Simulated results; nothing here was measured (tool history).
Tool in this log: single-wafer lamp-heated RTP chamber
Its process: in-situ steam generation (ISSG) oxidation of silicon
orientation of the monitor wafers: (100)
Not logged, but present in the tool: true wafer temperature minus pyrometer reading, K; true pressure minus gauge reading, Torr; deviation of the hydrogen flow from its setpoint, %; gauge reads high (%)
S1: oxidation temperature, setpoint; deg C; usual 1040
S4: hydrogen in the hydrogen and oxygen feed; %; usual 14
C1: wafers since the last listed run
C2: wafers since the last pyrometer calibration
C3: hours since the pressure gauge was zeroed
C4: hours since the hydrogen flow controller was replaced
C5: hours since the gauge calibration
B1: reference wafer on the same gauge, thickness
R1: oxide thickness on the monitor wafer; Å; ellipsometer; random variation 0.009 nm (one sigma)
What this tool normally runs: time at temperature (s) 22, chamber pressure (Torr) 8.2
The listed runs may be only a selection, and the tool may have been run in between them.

run 1 hour=0.0 | S1=1040 time_at_temperature_(s)=22 chamber_pressure_(Torr)=8.6 S4=14 | C1=0 C2=1196 C3=2627.4 C4=5030.2 C5=206.0 | B1=7.132 | R1=60.69
run 2 hour=28.4 | S1=1040 time_at_temperature_(s)=22 chamber_pressure_(Torr)=8.2 S4=20 | C1=423 C2=1620 C3=2655.8 C4=5058.6 C5=234.4 | B1=7.126 | R1=65.89
run 3 hour=55.9 | S1=1040 time_at_temperature_(s)=19 chamber_pressure_(Torr)=8.2 S4=14 | C1=409 C2=2030 C3=2683.3 C4=5086.1 C5=261.9 | B1=7.130 | R1=56.25
run 4 hour=70.2 | S1=1040 time_at_temperature_(s)=22 chamber_pressure_(Torr)=8.2 S4=14 | C1=213 C2=2243 C3=2697.6 C4=5100.4 C5=276.2 | B1=7.131 | R1=60.96
run 5 hour=168.6 | S1=1040 time_at_temperature_(s)=22 chamber_pressure_(Torr)=8.2 S4=14 | C1=1467 C2=3710 C3=2796.0 C4=5198.8 C5=374.6 | B1=7.131 | R1=61.32
-- hour=182.2 gauge calibrated
run 6 hour=191.8 | S1=1040 time_at_temperature_(s)=22 chamber_pressure_(Torr)=8.2 S4=14 | C1=345 C2=4056 C3=2819.2 C4=5222.0 C5=9.6 | B1=7.131 | R1=61.31
run 7 hour=206.0 | S1=1040 time_at_temperature_(s)=22 chamber_pressure_(Torr)=8.2 S4=14 | C1=211 C2=4268 C3=2833.4 C4=5236.2 C5=23.8 | B1=7.131 | R1=61.13
run 8 hour=241.1 | S1=1040 time_at_temperature_(s)=22 chamber_pressure_(Torr)=8.2 S4=14 | C1=523 C2=4791 C3=2868.5 C4=5271.3 C5=58.9 | B1=7.130 | R1=61.33
-- hour=253.2 pyrometer window cleaned and pyrometer calibrated
run 9 hour=267.3 | S1=1040 time_at_temperature_(s)=22 chamber_pressure_(Torr)=8.2 S4=14 | C1=271 C2=209 C3=2894.7 C4=5297.5 C5=85.1 | B1=7.132 | R1=60.39
run 10 hour=300.3 | S1=1040 time_at_temperature_(s)=22 chamber_pressure_(Torr)=8.2 S4=14 | C1=491 C2=701 C3=2927.7 C4=5330.5 C5=118.1 | B1=7.129 | R1=60.48
run 11 hour=333.9 | S1=1040 time_at_temperature_(s)=17 chamber_pressure_(Torr)=8.2 S4=14 | C1=500 C2=1202 C3=2961.3 C4=5364.1 C5=151.7 | B1=7.134 | R1=53.01
run 12 hour=348.1 | S1=1033 time_at_temperature_(s)=28 chamber_pressure_(Torr)=8.2 S4=11 | C1=211 C2=1414 C3=2975.5 C4=5378.3 C5=165.9 | B1=7.132 | R1=63.26

For run 13, what comes out?
-- hour=365.2 hydrogen flow controller replaced
-- hour=368.0 pressure gauge zeroed
run 13 hour=368.8 | S1=1040 time_at_temperature_(s)=29 chamber_pressure_(Torr)=9.3 S4=14 | C1=147 C2=1562 C3=0.8 C4=3.6 C5=186.6 | B1=? | R1=?

Run 13 measured B1 7.131, R1 69.94 Å.
Minus the tool's unlogged condition, the same run would have read R1 69.44 Å.
